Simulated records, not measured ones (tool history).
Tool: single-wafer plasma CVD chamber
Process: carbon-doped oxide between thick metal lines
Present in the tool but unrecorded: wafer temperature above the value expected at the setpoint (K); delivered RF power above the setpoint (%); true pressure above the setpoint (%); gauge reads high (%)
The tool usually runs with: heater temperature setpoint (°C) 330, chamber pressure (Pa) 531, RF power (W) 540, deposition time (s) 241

| run | day | heater temperature setpoint (°C) | chamber pressure (Pa) | RF power (W) | deposition time (s) | wafers since the last listed run | hours since the last thermocouple change | hours since the last RF generator calibration | hours since the last manometer calibration | hours since the showerhead was replaced | hours since the gauge calibration | read-back reference wafer on the same gauge, thickness_nm | mean film thickness on the monitor wafer (Å) |
|---|---|---|---|---|---|---|---|---|---|---|---|---|---|
| 1 | 0 | 330 | 531 | 615 | 241 | 0 | 2081.1 | 2002.7 | 2309.1 | 5693.9 | 46.1 | 1219.738 | 14209.74 |
| 2 | 0.346 | 330 | 531 | 615 | 241 | 46 | 2089.4 | 2011 | 2317.4 | 5702.2 | 54.4 | 1219.75 | 14470.16 |
| 3 | 0.696 | 330 | 531 | 540 | 276 | 46 | 2097.8 | 2019.4 | 2325.8 | 5710.6 | 62.8 | 1220.608 | 15269.15 |
| 4 | 0.979 | 319 | 531 | 475 | 241 | 37 | 2104.6 | 2026.2 | 2332.6 | 5717.4 | 69.6 | 1219.366 | 12920.75 |
| 5 | 1.712 | 319 | 531 | 475 | 241 | 98 | 2122.2 | 2043.8 | 2350.2 | 5735 | 87.2 | 1220.392 | 12896.41 |
| 6 | 2.146 | 319 | 531 | 475 | 241 | 58 | 2132.6 | 2054.2 | 2360.6 | 5745.4 | 97.6 | 1218.765 | 12931.37 |
|  | 2.854 | RF generator calibrated |
|  | 3.125 | thermocouple changed; heater temperature recalibrated |
| 7 | 3.146 | 330 | 531 | 540 | 254 | 53 | 0.5 | 7 | 2384.6 | 5769.4 | 121.6 | 1220.429 | 14085.3 |
| 8 | 3.162 | 330 | 425 | 480 | 241 | 2 | 0.9 | 7.4 | 2385 | 5769.8 | 122 | 1221.409 | 12289.81 |
|  | 3.879 | gauge calibrated |
|  | 4 | showerhead replaced |
| 9 | 4.612 | 330 | 531 | 540 | 254 | 149 | 35.7 | 42.2 | 2419.8 | 14.7 | 17.6 | 1218.632 | 14134.88 |
| 10 | 5.183 | 330 | 531 | 540 | 241 | 76 | 49.4 | 55.9 | 2433.5 | 28.4 | 31.3 | 1220.637 | 13369.36 |
|  | 5.796 | capacitance manometer re-zeroed and calibrated |
| 11 | 5.9 | 330 | 660 | 540 | 241 | 51 | 66.6 | 73.1 | 2.5 | 45.6 | 48.5 | 1218.496 | 13748.44 |
| 12 | 6.4 | 335 | 495 | 500 | 218 | 66 | 78.6 | 85.1 | 14.5 | 57.6 | 60.5 | 1219.372 | 11418.76 |
| 13 | 6.721 | 320 | 531 | 485 | 241 | 42 | 86.3 | 92.8 | 22.2 | 65.3 | 68.2 | 1219.56 | 13018.03 |
| 14 | 7.404 | 316 | 531 | 505 | 241 | 91 | 102.7 | 109.2 | 38.6 | 81.7 | 84.6 | 1219.058 | 13485.53 |

Alternative continuations, all from the tool just after run 14; predict every row:
| A | 7.425 | 330 | 531 | 540 | 241 | 2 | 103.2 | 109.7 | 39.1 | 82.2 | 85.1 | ? | ? |
| B | 7.425 | 316 | 531 | 540 | 241 | 2 | 103.2 | 109.7 | 39.1 | 82.2 | 85.1 | ? | ? |
| C | 7.425 | 339 | 459 | 600 | 264 | 2 | 103.2 | 109.7 | 39.1 | 82.2 | 85.1 | ? | ? |
| D | 7.425 | 330 | 531 | 540 | 228 | 2 | 103.2 | 109.7 | 39.1 | 82.2 | 85.1 | ? | ? |

| run | read-back reference wafer on the same gauge, thickness_nm | mean film thickness on the monitor wafer (Å) |
|---|---|---|
| A | 1219.883 | 13459.59 |
| B | 1219.883 | 14097.41 |
| C | 1219.883 | 14951.82 |
| D | 1219.883 | 12735.18 |
Without the tool's unlogged condition, the same runs would have read:
| run | mean film thickness on the monitor wafer (Å) |
|---|---|
| A | 13459.59 |
| B | 14097.41 |
| C | 14951.82 |
| D | 12735.18 |
